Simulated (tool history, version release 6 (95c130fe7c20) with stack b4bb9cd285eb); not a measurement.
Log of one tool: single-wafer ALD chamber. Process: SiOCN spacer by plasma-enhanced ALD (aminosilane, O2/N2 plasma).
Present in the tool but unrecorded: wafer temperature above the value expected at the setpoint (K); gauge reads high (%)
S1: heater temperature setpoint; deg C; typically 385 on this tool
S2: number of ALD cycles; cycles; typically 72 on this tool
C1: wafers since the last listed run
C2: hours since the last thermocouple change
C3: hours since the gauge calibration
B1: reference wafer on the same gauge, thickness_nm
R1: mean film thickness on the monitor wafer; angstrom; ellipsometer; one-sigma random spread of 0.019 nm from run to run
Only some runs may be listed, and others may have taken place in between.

Run 1, hour 0.0: usual settings; C1 0; C2 1499.6; C3 177.7; B1 4.220. Result: R1 43.77 angstrom.
Run 2, hour 14.7: usual settings; C1 39; C2 1514.3; C3 192.4; B1 4.221. Result: R1 43.66 angstrom.
Run 3, hour 24.7: usual settings but S2 62 cycles; C1 27; C2 1524.3; C3 202.4; B1 4.220. Result: R1 37.62 angstrom.
Run 4, hour 36.5: usual settings but S2 62 cycles; C1 32; C2 1536.1; C3 214.2; B1 4.220. Result: R1 37.40 angstrom.
Run 5, hour 51.5: usual settings but S2 62 cycles; C1 40; C2 1551.1; C3 229.2; B1 4.220. Result: R1 37.62 angstrom.
Run 6, hour 61.2: usual settings but S2 68 cycles; C1 26; C2 1560.8; C3 238.9; B1 4.218. Result: R1 41.23 angstrom.
Run 7, hour 73.6: usual settings but S2 68 cycles; C1 33; C2 1573.2; C3 251.3; B1 4.221. Result: R1 41.38 angstrom.
Run 8, hour 86.2: usual settings; C1 34; C2 1585.8; C3 263.9; B1 4.224. Result: R1 43.84 angstrom.
Run 9, hour 101.6: usual settings; C1 41; C2 1601.2; C3 279.3; B1 4.221. Result: R1 43.71 angstrom.
Run 10, hour 116.5: usual settings; C1 40; C2 1616.1; C3 294.2; B1 4.221. Result: R1 43.52 angstrom.
Run 11, hour 133.0: usual settings; C1 44; C2 1632.6; C3 310.7; B1 4.221. Result: R1 43.71 angstrom.
Run 12, hour 143.9: usual settings; C1 29; C2 1643.5; C3 321.6; B1 4.222. Result: R1 43.30 angstrom.
Run 13, hour 161.8: usual settings but S1 378 deg C; C1 48; C2 1661.4; C3 339.5; B1 4.219. Result: R1 43.66 angstrom.
Run 14, hour 170.9: usual settings but S1 376 deg C; C1 24; C2 1670.5; C3 348.6; B1 4.217. Result: R1 43.67 angstrom.
Run 15, hour 177.7: usual settings but S1 376 deg C; C1 18; C2 1677.3; C3 355.4; B1 4.218. Result: R1 43.84 angstrom.
Run 16, hour 191.2: usual settings but S1 376 deg C; C1 36; C2 1690.8; C3 368.9; B1 4.221. Result: R1 43.37 angstrom.
Run 17, hour 201.9: usual settings; C1 29; C2 1701.5; C3 379.6; B1 4.218. Result: R1 43.61 angstrom.
Run 18, hour 218.9: usual settings; C1 46; C2 1718.5; C3 396.6; B1 4.219. Result: R1 43.60 angstrom.
Run 19, hour 226.5: usual settings; C1 20; C2 1726.1; C3 404.2; B1 4.222. Result: R1 43.48 angstrom.
Run 20, hour 235.0: usual settings; C1 23; C2 1734.6; C3 412.7; B1 4.220. Result: R1 43.91 angstrom.
Run 21, hour 249.1: usual settings but S2 67 cycles; C1 38; C2 1748.7; C3 426.8; B1 4.219. Result: R1 40.81 angstrom.
Run 22, hour 266.1: usual settings but S1 389 deg C; C1 46; C2 1765.7; C3 443.8; B1 4.221. Result: R1 43.40 angstrom.
At hour 281.6: thermocouple changed; heater temperature recalibrated.
Run 23, hour 282.1: usual settings but S1 374 deg C, S2 63 cycles; C1 21; C2 0.5; C3 459.8; B1 4.218. Result: R1 38.26 angstrom.
At hour 290.4: gauge calibrated.
Run 24, hour 290.5: usual settings but S2 60 cycles; C1 22; C2 8.9; C3 0.1; B1 4.217. Result: R1 36.55 angstrom.
Run 25, hour 299.2: usual settings but S1 381 deg C, S2 61 cycles; C1 23; C2 17.6; C3 8.8; B1 4.219. Result: R1 37.01 angstrom.
Run 26, hour 314.4: usual settings but S1 371 deg C, S2 58 cycles; C1 41; C2 32.8; C3 24.0; B1 4.220. Result: R1 35.28 angstrom.
Run 27, hour 331.6: usual settings but S1 396 deg C, S2 63 cycles; C1 46; C2 50.0; C3 41.2; B1 4.220. Result: R1 38.25 angstrom.
Run 28, hour 338.7: usual settings; C1 19; C2 57.1; C3 48.3; B1 4.222. Result: R1 43.25 angstrom.
Run 29, hour 350.7: usual settings; C1 32; C2 69.1; C3 60.3; B1 4.221. Result: R1 43.45 angstrom.
Run 30, hour 364.6: usual settings; C1 37; C2 83.0; C3 74.2; B1 4.218. Result: R1 43.74 angstrom.
Run 31, hour 381.0: usual settings but S1 372 deg C, S2 58 cycles; C1 44; C2 99.4; C3 90.6; B1 4.219. Result: R1 35.30 angstrom.
Run 32, hour 390.8: usual settings but S2 78 cycles; C1 26; C2 109.2; C3 100.4; B1 4.217. Result: R1 47.24 angstrom.
Run 33, hour 400.2: usual settings but S1 392 deg C, S2 61 cycles; C1 25; C2 118.6; C3 109.8; B1 4.221. Result: R1 36.94 angstrom.
Run 34, hour 409.7: usual settings but S2 83 cycles; C1 25; C2 128.1; C3 119.3; B1 4.221. Result: R1 50.31 angstrom.
Run 35, hour 424.6: usual settings but S2 59 cycles; C1 40; C2 143.0; C3 134.2; B1 4.223. Result: R1 35.61 angstrom.
Run 36, hour 430.7: usual settings; C1 16; C2 149.1; C3 140.3; B1 4.223. Result: R1 43.23 angstrom.
Run 37, hour 448.7: usual settings but S1 397 deg C, S2 61 cycles; C1 48; C2 167.1; C3 158.3; B1 4.223. Result: R1 37.00 angstrom.
Run 38, hour 457.2: usual settings but S1 393 deg C, S2 66 cycles; C1 23; C2 175.6; C3 166.8; B1 4.220. Result: R1 40.16 angstrom.

What the log doesn't show, run by run:
wafer temperature above the value expected at the setpoint (K): 0, the same for each run
gauge reads high (%): 0, the same for each run
